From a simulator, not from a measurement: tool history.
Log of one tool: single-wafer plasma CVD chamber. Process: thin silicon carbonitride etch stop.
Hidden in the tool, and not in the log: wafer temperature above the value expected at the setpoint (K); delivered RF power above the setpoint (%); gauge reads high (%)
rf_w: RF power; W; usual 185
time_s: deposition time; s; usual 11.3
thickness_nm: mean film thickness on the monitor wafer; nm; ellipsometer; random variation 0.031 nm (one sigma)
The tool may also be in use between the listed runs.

| run | day | rf_w | time_s | wafers since the last listed run | hours since the last thermocouple change | hours since the last RF generator calibration | hours since the showerhead was replaced | hours since the gauge calibration | read-back reference wafer on the same gauge, thickness_nm | thickness_nm |
|---|---|---|---|---|---|---|---|---|---|---|
| 1 | 0.000 | 185 | 12.5 | 0 | 804.6 | 171.1 | 6546.6 | 1129.9 | 8.145 | 7.796 |
| 2 | 2.958 | 185 | 11.3 | 2240 | 875.6 | 242.1 | 6617.6 | 1200.9 | 8.138 | 7.089 |
| 3 | 5.508 | 175 | 11.3 | 1930 | 936.8 | 303.3 | 6678.8 | 1262.1 | 8.151 | 6.856 |
| 4 | 12.717 | 185 | 11.3 | 5458 | 1109.8 | 476.3 | 6851.8 | 1435.1 | 8.144 | 7.008 |
| 5 | 14.792 | 185 | 11.3 | 1571 | 1159.6 | 526.1 | 6901.6 | 1484.9 | 8.140 | 7.034 |
| 6 | 17.104 | 185 | 11.3 | 1751 | 1215.1 | 581.6 | 6957.1 | 1540.4 | 8.145 | 7.019 |
| 7 | 20.679 | 185 | 11.3 | 2707 | 1300.9 | 667.4 | 7042.9 | 1626.2 | 8.142 | 6.964 |
| 8 | 22.625 | 185 | 11.3 | 1473 | 1347.6 | 714.1 | 7089.6 | 1672.9 | 8.149 | 7.029 |
|  | 24.433 | gauge calibrated |
| 9 | 25.775 | 185 | 11.3 | 2385 | 1423.2 | 789.7 | 7165.2 | 32.2 | 8.135 | 7.007 |
|  | 28.779 | showerhead replaced |
| 10 | 28.800 | 185 | 11.3 | 2038 | 1495.8 | 862.3 | 0.5 | 104.8 | 8.136 | 6.963 |
| 11 | 31.917 | 185 | 11.3 | 2359 | 1570.6 | 937.1 | 75.3 | 179.6 | 8.139 | 6.963 |
| 12 | 34.242 | 185 | 11.3 | 1760 | 1626.4 | 992.9 | 131.1 | 235.4 | 8.147 | 6.951 |
|  | 38.183 | RF generator calibrated |
| 13 | 38.550 | 185 | 12.6 | 3009 | 1729.8 | 8.8 | 234.5 | 338.8 | 8.141 | 7.891 |
| 14 | 43.008 | 185 | 11.3 | 3375 | 1836.8 | 115.8 | 341.5 | 445.8 | 8.134 | 7.038 |
| 15 | 44.800 | 185 | 11.3 | 1356 | 1879.8 | 158.8 | 384.5 | 488.8 | 8.146 | 7.046 |
| 16 | 47.929 | 175 | 11.3 | 2369 | 1954.9 | 233.9 | 459.6 | 563.9 | 8.133 | 6.849 |
| 17 | 51.333 | 160 | 9.5 | 2577 | 2036.6 | 315.6 | 541.3 | 645.6 | 8.148 | 5.512 |
| 18 | 53.721 | 210 | 11.3 | 1807 | 2093.9 | 372.9 | 598.6 | 702.9 | 8.134 | 7.500 |
| 19 | 57.321 | 150 | 11.3 | 2725 | 2180.3 | 459.3 | 685.0 | 789.3 | 8.139 | 6.260 |
| 20 | 60.871 | 215 | 10.2 | 2688 | 2265.5 | 544.5 | 770.2 | 874.5 | 8.135 | 6.819 |
| 21 | 63.146 | 210 | 9.7 | 1722 | 2320.1 | 599.1 | 824.8 | 929.1 | 8.138 | 6.400 |
| 22 | 67.450 | 175 | 11.3 | 3259 | 2423.4 | 702.4 | 928.1 | 1032.4 | 8.145 | 6.830 |
| 23 | 69.092 | 185 | 12.7 | 1243 | 2462.8 | 741.8 | 967.5 | 1071.8 | 8.134 | 7.859 |
| 24 | 71.058 | 185 | 10.2 | 1489 | 2510.0 | 789.0 | 1014.7 | 1119.0 | 8.137 | 6.294 |
| 25 | 74.967 | 150 | 12.5 | 2959 | 2603.8 | 882.8 | 1108.5 | 1212.8 | 8.134 | 6.941 |
| 26 | 78.888 | 200 | 13.6 | 2968 | 2697.9 | 976.9 | 1202.6 | 1306.9 | 8.142 | 8.707 |
| 27 | 81.750 | 220 | 11.3 | 2167 | 2766.6 | 1045.6 | 1271.3 | 1375.6 | 8.151 | 7.507 |
|  | 82.433 | thermocouple changed; heater temperature recalibrated |
| 28 | 84.300 | 185 | 11.3 | 1678 | 44.8 | 1106.8 | 1332.5 | 1436.8 | 8.148 | 6.913 |
|  | 86.612 | RF generator calibrated |
| 29 | 88.121 | 185 | 11.3 | 2640 | 136.5 | 36.2 | 1424.2 | 1528.5 | 8.139 | 7.113 |
| 30 | 89.646 | 215 | 9.1 | 1154 | 173.1 | 72.8 | 1460.8 | 1565.1 | 8.131 | 6.091 |
| 31 | 102.958 | 150 | 12.4 | 10080 | 492.6 | 392.3 | 1780.3 | 1884.6 | 8.139 | 6.864 |
| 32 | 105.042 | 215 | 10.7 | 1577 | 542.6 | 442.3 | 1830.3 | 1934.6 | 8.139 | 7.105 |
| 33 | 108.567 | 185 | 11.3 | 2669 | 627.2 | 526.9 | 1914.9 | 2019.2 | 8.151 | 7.002 |
| 34 | 111.183 | 160 | 10.4 | 1981 | 690.0 | 589.7 | 1977.7 | 2082.0 | 8.131 | 5.971 |
| 35 | 114.546 | 185 | 11.3 | 2546 | 770.7 | 670.4 | 2058.4 | 2162.7 | 8.132 | 7.009 |

Forecast each of these 4 alternatives for the next run:
| A | 114.562 | 185 | 11.3 | 12 | 771.1 | 670.8 | 2058.8 | 2163.1 | ? | ? |
| B | 114.562 | 175 | 10.2 | 12 | 771.1 | 670.8 | 2058.8 | 2163.1 | ? | ? |
| C | 114.562 | 185 | 12.8 | 12 | 771.1 | 670.8 | 2058.8 | 2163.1 | ? | ? |
| D | 114.562 | 185 | 10.6 | 12 | 771.1 | 670.8 | 2058.8 | 2163.1 | ? | ? |

| run | read-back reference wafer on the same gauge, thickness_nm | thickness_nm |
|---|---|---|
| A | 8.132 | 7.054 |
| B | 8.132 | 6.186 |
| C | 8.132 | 7.990 |
| D | 8.132 | 6.617 |
Without the tool's hidden state the same runs would have given:
| run | thickness_nm |
|---|---|
| A | 7.150 |
| B | 6.270 |
| C | 8.099 |
| D | 6.707 |

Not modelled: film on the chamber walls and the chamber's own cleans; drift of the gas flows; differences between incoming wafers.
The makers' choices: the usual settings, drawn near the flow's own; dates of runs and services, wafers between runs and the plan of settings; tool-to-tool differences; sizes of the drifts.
